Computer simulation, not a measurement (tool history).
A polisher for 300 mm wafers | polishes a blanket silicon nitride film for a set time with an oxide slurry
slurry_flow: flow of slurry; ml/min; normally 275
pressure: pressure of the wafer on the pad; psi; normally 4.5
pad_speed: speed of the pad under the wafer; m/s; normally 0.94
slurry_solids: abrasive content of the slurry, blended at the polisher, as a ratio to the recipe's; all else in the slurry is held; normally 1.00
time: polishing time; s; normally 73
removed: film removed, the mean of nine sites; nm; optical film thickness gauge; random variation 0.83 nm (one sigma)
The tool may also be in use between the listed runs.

run,hour,slurry_flow,pressure,pad_speed,slurry_solids,time,wafers since the last listed run,wafers polished on this pad,hours since the slurry nozzle was cleaned,hours since the head pressure was calibrated,hours since the slurry blender was calibrated,hours since the conditioning disc was replaced,"incoming thickness of the incoming film, nm",removed
1,0.0,275,4.5,0.94,1.15,73,0,1319,179.6,444.4,36.3,239.5,393.6,63.3
# hour 39.0: head pressure recalibrated
2,107.3,275,4.5,0.94,1.15,73,934,2253,286.9,68.3,143.6,346.8,383.7,62.4
3,206.5,275,4.5,0.94,1.05,73,880,3134,386.1,167.5,242.8,446.0,392.7,58.8
# hour 217.8: conditioning disc replaced and pad reconditioned
4,257.1,275,4.5,0.94,1.00,73,431,3565,436.7,218.1,293.4,39.3,389.4,57.6
# hour 316.6: worn pad replaced by a new one
5,346.1,275,4.5,0.94,1.00,73,754,261,525.7,307.1,382.4,128.3,387.5,57.6
# hour 350.2: slurry blender recalibrated
6,397.4,275,4.5,0.94,1.00,73,437,699,577.0,358.4,47.2,179.6,388.8,58.0
# hour 430.6: head pressure recalibrated
7,499.7,350,3.6,0.94,1.00,73,890,1589,679.3,69.1,149.5,281.9,393.8,48.1
# hour 558.5: slurry nozzle cleaned
8,566.9,350,3.6,0.94,1.00,73,587,2176,8.4,136.3,216.7,349.1,397.1,50.1
9,658.7,275,4.5,0.94,1.00,73,814,2991,100.2,228.1,308.5,440.9,387.6,58.0
# hour 678.4: conditioning disc replaced and pad reconditioned
10,719.8,275,4.5,1.16,1.00,73,524,3515,161.3,289.2,369.6,41.4,396.7,67.0
# hour 741.4: slurry blender recalibrated
# hour 778.9: worn pad replaced by a new one
11,801.4,275,4.5,1.24,0.70,73,670,200,242.9,370.8,60.0,123.0,384.5,57.3
12,854.9,275,4.5,1.02,1.00,73,474,674,296.4,424.3,113.5,176.5,384.8,63.4
# hour 870.0: head pressure recalibrated
13,950.5,275,2.9,0.94,1.10,91,830,1505,392.0,80.5,209.1,272.1,386.5,51.7
14,989.1,275,4.5,0.94,0.90,73,342,1848,430.6,119.1,247.7,310.7,393.6,53.7
15,1045.6,275,6.1,0.78,1.00,73,501,2349,487.1,175.6,304.2,367.2,391.8,65.9
16,1104.0,370,4.5,0.94,1.00,73,518,2867,545.5,234.0,362.6,425.6,389.3,60.3
# hour 1160.7: conditioning disc replaced and pad reconditioned
# hour 1164.1: worn pad replaced by a new one
17,1167.2,275,4.5,1.22,1.00,73,512,27,608.7,297.2,425.8,6.5,386.6,72.0
# hour 1175.4: slurry blender recalibrated
18,1207.0,355,4.0,1.18,1.00,73,335,362,648.5,337.0,31.6,46.3,390.7,65.0
# hour 1356.7: head pressure recalibrated
# hour 1361.2: slurry nozzle cleaned
19,1397.1,275,4.5,0.94,0.85,73,1660,2023,35.9,40.4,221.7,236.4,386.4,52.8
20,1459.0,275,4.5,0.94,1.05,73,549,2572,97.8,102.3,283.6,298.3,388.4,60.1
21,1536.4,275,4.5,0.94,1.00,73,686,3259,175.2,179.7,361.0,375.7,389.6,58.8
# hour 1560.1: conditioning disc replaced and pad reconditioned
22,1576.3,240,3.4,0.66,1.00,73,336,3596,215.1,219.6,400.9,16.2,393.1,33.7
# hour 1602.9: slurry blender recalibrated
# hour 1629.9: worn pad replaced by a new one
23,1630.4,230,4.1,0.94,0.85,56,426,4,269.2,273.7,27.5,70.3,385.1,36.2
24,1666.7,275,4.5,0.94,1.00,73,322,326,305.5,310.0,63.8,106.6,389.6,58.3

5 ways to go on from here, each from the tool as it stands after run 24. What would each give?
A,1667.1,275,4.5,0.94,1.00,50,3,330,305.9,310.4,64.2,107.0,389.7,?
B,1667.1,335,4.5,0.94,0.90,54,3,330,305.9,310.4,64.2,107.0,389.7,?
C,1667.1,275,4.5,0.94,1.20,73,3,330,305.9,310.4,64.2,107.0,389.7,?
D,1667.1,220,5.8,0.94,1.00,94,3,330,305.9,310.4,64.2,107.0,389.7,?
E,1667.1,275,4.5,0.70,1.00,73,3,330,305.9,310.4,64.2,107.0,389.7,?

run,removed
A,40.4
B,41.7
C,64.7
D,93.6
E,46.6
Without the tool's hidden state the same runs would have given:
run,removed
A,40.4
B,41.7
C,64.7
D,93.6
E,46.6
